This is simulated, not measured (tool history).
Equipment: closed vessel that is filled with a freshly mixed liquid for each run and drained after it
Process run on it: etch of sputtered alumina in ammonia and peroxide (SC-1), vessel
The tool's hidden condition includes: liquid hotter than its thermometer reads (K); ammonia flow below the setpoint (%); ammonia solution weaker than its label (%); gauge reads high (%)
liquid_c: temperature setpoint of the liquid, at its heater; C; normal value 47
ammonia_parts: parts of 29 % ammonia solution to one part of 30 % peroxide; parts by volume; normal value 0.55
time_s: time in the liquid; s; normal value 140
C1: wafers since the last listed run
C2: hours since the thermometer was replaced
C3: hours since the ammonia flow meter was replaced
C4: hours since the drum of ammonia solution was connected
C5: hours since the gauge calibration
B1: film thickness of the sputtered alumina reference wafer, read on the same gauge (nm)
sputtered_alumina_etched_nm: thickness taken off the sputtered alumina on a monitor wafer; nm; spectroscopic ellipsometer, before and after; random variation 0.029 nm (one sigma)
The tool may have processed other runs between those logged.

run 1 hour=0 | liquid_c=43.5 ammonia_parts=0.4 time_s=140 | C1=0 C2=578.2 C3=1522.7 C4=684.6 C5=634.4 | B1=90.033 | sputtered_alumina_etched_nm=3.576
run 2 hour=59.5 | liquid_c=43.5 ammonia_parts=0.4 time_s=140 | C1=6183 C2=637.7 C3=1582.2 C4=744.1 C5=693.9 | B1=90.008 | sputtered_alumina_etched_nm=3.576
-- hour=85.8 gauge calibrated
-- hour=200.9 new drum of ammonia solution connected
run 3 hour=210.6 | liquid_c=50 ammonia_parts=0.55 time_s=85 | C1=15599 C2=788.8 C3=1733.3 C4=9.7 C5=124.8 | B1=89.99 | sputtered_alumina_etched_nm=3.2
run 4 hour=243.6 | liquid_c=50 ammonia_parts=0.55 time_s=85 | C1=3429 C2=821.8 C3=1766.3 C4=42.7 C5=157.8 | B1=90.022 | sputtered_alumina_etched_nm=3.234
run 5 hour=310.3 | liquid_c=47 ammonia_parts=0.55 time_s=140 | C1=6931 C2=888.5 C3=1833 C4=109.4 C5=224.5 | B1=90.008 | sputtered_alumina_etched_nm=4.522
run 6 hour=350.3 | liquid_c=47 ammonia_parts=0.55 time_s=140 | C1=4157 C2=928.5 C3=1873 C4=149.4 C5=264.5 | B1=90.048 | sputtered_alumina_etched_nm=4.532
run 7 hour=404.4 | liquid_c=52 ammonia_parts=0.55 time_s=140 | C1=5622 C2=982.6 C3=1927.1 C4=203.5 C5=318.6 | B1=90.01 | sputtered_alumina_etched_nm=6.086
run 8 hour=432.6 | liquid_c=52 ammonia_parts=0.55 time_s=140 | C1=2930 C2=1010.8 C3=1955.3 C4=231.7 C5=346.8 | B1=89.977 | sputtered_alumina_etched_nm=6.04
-- hour=471.3 thermometer replaced
run 9 hour=478.9 | liquid_c=52 ammonia_parts=0.55 time_s=140 | C1=4707 C2=7.6 C3=2001.6 C4=278 C5=393.1 | B1=90.017 | sputtered_alumina_etched_nm=5.747
run 10 hour=515.5 | liquid_c=47 ammonia_parts=0.55 time_s=140 | C1=3803 C2=44.2 C3=2038.2 C4=314.6 C5=429.7 | B1=89.978 | sputtered_alumina_etched_nm=4.351
-- hour=587.3 ammonia flow meter replaced
run 11 hour=599.4 | liquid_c=47 ammonia_parts=0.55 time_s=140 | C1=8615 C2=128.1 C3=12.1 C4=398.5 C5=513.6 | B1=90.031 | sputtered_alumina_etched_nm=4.323
run 12 hour=648.1 | liquid_c=47 ammonia_parts=0.55 time_s=140 | C1=5061 C2=176.8 C3=60.8 C4=447.2 C5=562.3 | B1=89.987 | sputtered_alumina_etched_nm=4.398
run 13 hour=692 | liquid_c=47 ammonia_parts=0.55 time_s=140 | C1=4562 C2=220.7 C3=104.7 C4=491.1 C5=606.2 | B1=90.037 | sputtered_alumina_etched_nm=4.441
run 14 hour=728.6 | liquid_c=51.5 ammonia_parts=0.8 time_s=80 | C1=3803 C2=257.3 C3=141.3 C4=527.7 C5=642.8 | B1=89.965 | sputtered_alumina_etched_nm=3.388
run 15 hour=754.1 | liquid_c=47 ammonia_parts=0.55 time_s=140 | C1=2650 C2=282.8 C3=166.8 C4=553.2 C5=668.3 | B1=90.015 | sputtered_alumina_etched_nm=4.407
-- hour=757.9 gauge calibrated
run 16 hour=801.3 | liquid_c=55.5 ammonia_parts=0.8 time_s=175 | C1=4905 C2=330 C3=214 C4=600.4 C5=43.4 | B1=90.014 | sputtered_alumina_etched_nm=9.049
run 17 hour=863.7 | liquid_c=47 ammonia_parts=0.8 time_s=140 | C1=6484 C2=392.4 C3=276.4 C4=662.8 C5=105.8 | B1=90 | sputtered_alumina_etched_nm=4.58
run 18 hour=902.1 | liquid_c=47 ammonia_parts=0.55 time_s=140 | C1=3990 C2=430.8 C3=314.8 C4=701.2 C5=144.2 | B1=89.966 | sputtered_alumina_etched_nm=4.465
run 19 hour=938.4 | liquid_c=47 ammonia_parts=0.55 time_s=140 | C1=3772 C2=467.1 C3=351.1 C4=737.5 C5=180.5 | B1=89.958 | sputtered_alumina_etched_nm=4.447
run 20 hour=987.9 | liquid_c=55.5 ammonia_parts=0.75 time_s=220 | C1=5144 C2=516.6 C3=400.6 C4=787 C5=230 | B1=89.931 | sputtered_alumina_etched_nm=11.502
-- hour=1022.3 new drum of ammonia solution connected
run 21 hour=1033 | liquid_c=47 ammonia_parts=0.55 time_s=80 | C1=4583 C2=561.7 C3=445.7 C4=10.7 C5=275.1 | B1=90.045 | sputtered_alumina_etched_nm=2.561
run 22 hour=1075.9 | liquid_c=47 ammonia_parts=0.55 time_s=140 | C1=4458 C2=604.6 C3=488.6 C4=53.6 C5=318 | B1=89.993 | sputtered_alumina_etched_nm=4.483
run 23 hour=1112.7 | liquid_c=53.5 ammonia_parts=0.45 time_s=185 | C1=3824 C2=641.4 C3=525.4 C4=90.4 C5=354.8 | B1=90.008 | sputtered_alumina_etched_nm=8.364
run 24 hour=1212.2 | liquid_c=47 ammonia_parts=0.55 time_s=185 | C1=10340 C2=740.9 C3=624.9 C4=189.9 C5=454.3 | B1=89.998 | sputtered_alumina_etched_nm=5.916
run 25 hour=1261.6 | liquid_c=47 ammonia_parts=0.55 time_s=140 | C1=5133 C2=790.3 C3=674.3 C4=239.3 C5=503.7 | B1=89.992 | sputtered_alumina_etched_nm=4.529
run 26 hour=1294 | liquid_c=43.5 ammonia_parts=0.4 time_s=140 | C1=3367 C2=822.7 C3=706.7 C4=271.7 C5=536.1 | B1=89.989 | sputtered_alumina_etched_nm=3.571
run 27 hour=1348 | liquid_c=49.5 ammonia_parts=0.85 time_s=220 | C1=5612 C2=876.7 C3=760.7 C4=325.7 C5=590.1 | B1=90.013 | sputtered_alumina_etched_nm=8.575

Describe how what the log doesn't record of the tool's condition differs between the last listed run preceding each entry between runs and the first listed run following it.
In the gap between runs 2 and 3: gauge calibrated (hour 85.8); new drum of ammonia solution connected (hour 200.9)
  liquid hotter than its thermometer reads (K): 0.57 -> 0.696
  measured value less the no-hidden-state value, sputtered_alumina_etched_nm: +0.116 -> +0.121 nm
In the gap between runs 8 and 9: thermometer replaced (hour 471.3)
  liquid hotter than its thermometer reads (K): 0.88 -> 0.0446
  measured value less the no-hidden-state value, sputtered_alumina_etched_nm: +0.281 -> +0.012 nm
In the gap between runs 10 and 11: ammonia flow meter replaced (hour 587.3)
  liquid hotter than its thermometer reads (K): 0.075 -> 0.145
  measured value less the no-hidden-state value, sputtered_alumina_etched_nm: +0.02 -> +0.033 nm
In the gap between runs 15 and 16: gauge calibrated (hour 757.9)
  liquid hotter than its thermometer reads (K): 0.273 -> 0.312
  measured value less the no-hidden-state value, sputtered_alumina_etched_nm: +0.066 -> +0.147 nm
In the gap between runs 20 and 21: new drum of ammonia solution connected (hour 1022.3)
  liquid hotter than its thermometer reads (K): 0.467 -> 0.504
  measured value less the no-hidden-state value, sputtered_alumina_etched_nm: +0.282 -> +0.071 nm
